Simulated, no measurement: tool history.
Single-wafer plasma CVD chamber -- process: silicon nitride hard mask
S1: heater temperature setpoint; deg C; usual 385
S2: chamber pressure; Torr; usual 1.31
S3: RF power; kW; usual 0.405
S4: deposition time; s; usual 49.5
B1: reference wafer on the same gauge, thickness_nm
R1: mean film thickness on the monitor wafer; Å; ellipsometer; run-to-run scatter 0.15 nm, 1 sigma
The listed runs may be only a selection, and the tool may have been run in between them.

{"run": 1, "hour": 0.0, "S1": 393, "S2": 1.31, "S3": 0.405, "S4": 49.5, "B1": 68.981, "R1": 679.33}
{"run": 2, "hour": 76.5, "S1": 385, "S2": 1.31, "S3": 0.405, "S4": 49.5, "B1": 69.013, "R1": 682.11}
{"run": 3, "hour": 141.9, "S1": 385, "S2": 1.31, "S3": 0.405, "S4": 49.5, "B1": 68.996, "R1": 682.89}
{"run": 4, "hour": 287.9, "S1": 385, "S2": 1.31, "S3": 0.405, "S4": 49.5, "B1": 68.993, "R1": 678.65}
{"run": 5, "hour": 348.6, "S1": 385, "S2": 1.31, "S3": 0.37, "S4": 49.5, "B1": 69.029, "R1": 640.15}
{"hour": 443.2, "done": "RF generator calibrated"}
{"run": 6, "hour": 443.7, "S1": 385, "S2": 1.31, "S3": 0.37, "S4": 49.5, "B1": 69.074, "R1": 639.79}
{"run": 7, "hour": 505.2, "S1": 385, "S2": 1.31, "S3": 0.375, "S4": 49.5, "B1": 69.015, "R1": 644.63}
{"hour": 565.4, "done": "capacitance manometer re-zeroed and calibrated"}
{"run": 8, "hour": 603.9, "S1": 385, "S2": 1.31, "S3": 0.375, "S4": 49.5, "B1": 68.942, "R1": 654.67}
{"run": 9, "hour": 691.4, "S1": 378, "S2": 1.31, "S3": 0.405, "S4": 49.5, "B1": 69.011, "R1": 688.18}
{"hour": 712.0, "done": "thermocouple changed; heater temperature recalibrated"}
{"run": 10, "hour": 767.0, "S1": 385, "S2": 1.31, "S3": 0.405, "S4": 49.5, "B1": 68.974, "R1": 683.79}
{"hour": 792.3, "done": "showerhead replaced"}
{"run": 11, "hour": 864.2, "S1": 376, "S2": 1.31, "S3": 0.405, "S4": 49.5, "B1": 68.943, "R1": 689.11}
{"run": 12, "hour": 926.0, "S1": 376, "S2": 1.31, "S3": 0.405, "S4": 49.5, "B1": 69.008, "R1": 689.17}
{"hour": 972.9, "done": "gauge calibrated"}
{"run": 13, "hour": 1119.1, "S1": 389, "S2": 1.44, "S3": 0.405, "S4": 49.5, "B1": 68.989, "R1": 706.52}
{"hour": 1144.6, "done": "RF generator calibrated"}
{"run": 14, "hour": 1201.8, "S1": 385, "S2": 1.31, "S3": 0.405, "S4": 49.5, "B1": 69.013, "R1": 685.47}
{"run": 15, "hour": 1243.7, "S1": 390, "S2": 1.31, "S3": 0.405, "S4": 49.5, "B1": 68.996, "R1": 682.28}
{"run": 16, "hour": 1309.1, "S1": 371, "S2": 1.31, "S3": 0.405, "S4": 49.5, "B1": 68.988, "R1": 682.91}
{"run": 17, "hour": 1570.1, "S1": 385, "S2": 1.1, "S3": 0.38, "S4": 40.2, "B1": 68.975, "R1": 500.2}
{"run": 18, "hour": 1628.4, "S1": 375, "S2": 1.03, "S3": 0.47, "S4": 40.7, "B1": 69.022, "R1": 566.46}
{"run": 19, "hour": 1722.1, "S1": 385, "S2": 1.31, "S3": 0.405, "S4": 49.5, "B1": 68.974, "R1": 680.81}
{"run": 20, "hour": 1810.6, "S1": 393, "S2": 1.12, "S3": 0.405, "S4": 55.1, "B1": 69.063, "R1": 714.49}
{"run": 21, "hour": 1910.3, "S1": 371, "S2": 1.31, "S3": 0.405, "S4": 52.6, "B1": 69.077, "R1": 718.83}
{"hour": 1952.5, "done": "RF generator calibrated"}
{"run": 22, "hour": 1997.7, "S1": 385, "S2": 1.31, "S3": 0.405, "S4": 49.5, "B1": 68.968, "R1": 674.89}
{"run": 23, "hour": 2075.2, "S1": 385, "S2": 1.31, "S3": 0.405, "S4": 49.5, "B1": 68.987, "R1": 671.34}
{"run": 24, "hour": 2155.3, "S1": 380, "S2": 1.31, "S3": 0.405, "S4": 49.5, "B1": 69.0, "R1": 674.23}
{"run": 25, "hour": 2256.4, "S1": 385, "S2": 1.31, "S3": 0.405, "S4": 49.5, "B1": 68.984, "R1": 670.37}
{"hour": 2272.9, "done": "capacitance manometer re-zeroed and calibrated"}
{"run": 26, "hour": 2340.1, "S1": 385, "S2": 1.31, "S3": 0.405, "S4": 49.5, "B1": 69.012, "R1": 688.55}
{"run": 27, "hour": 2394.1, "S1": 371, "S2": 1.18, "S3": 0.325, "S4": 53.8, "B1": 68.981, "R1": 628.95}
{"run": 28, "hour": 2463.9, "S1": 385, "S2": 1.31, "S3": 0.47, "S4": 49.5, "B1": 68.964, "R1": 751.97}
{"run": 29, "hour": 2527.5, "S1": 380, "S2": 1.22, "S3": 0.485, "S4": 49.5, "B1": 69.031, "R1": 752.85}

Hidden state or all else? Some run-to-run changes of R1, split into what the settings, what came in and random variation would give without the hidden state, and what is left for the hidden state (with any gauge scatter that isn't in both results):
Unlogged tool condition in this case: wafer temperature above the value expected at the setpoint (K); delivered RF power above the setpoint (%); true pressure above the setpoint (%); gauge reads high (%).
Run 7 -> 8: capacitance manometer re-zeroed and calibrated. R1 +10.04 Å: hidden state +8.28, all else +1.76.
Run 16 -> 17: S1 371 -> 385, S2 1.31 -> 1.10, S3 0.405 -> 0.380, S4 49.5 -> 40.2. R1 -182.71 Å: hidden state -0.95, all else -181.76.
Run 25 -> 26: capacitance manometer re-zeroed and calibrated. R1 +18.18 Å: hidden state +18.23, all else -0.05.
Run 27 -> 28: S1 371 -> 385, S2 1.18 -> 1.31, S3 0.325 -> 0.470, S4 53.8 -> 49.5. R1 +123.02 Å: hidden state +0.14, all else +122.88.
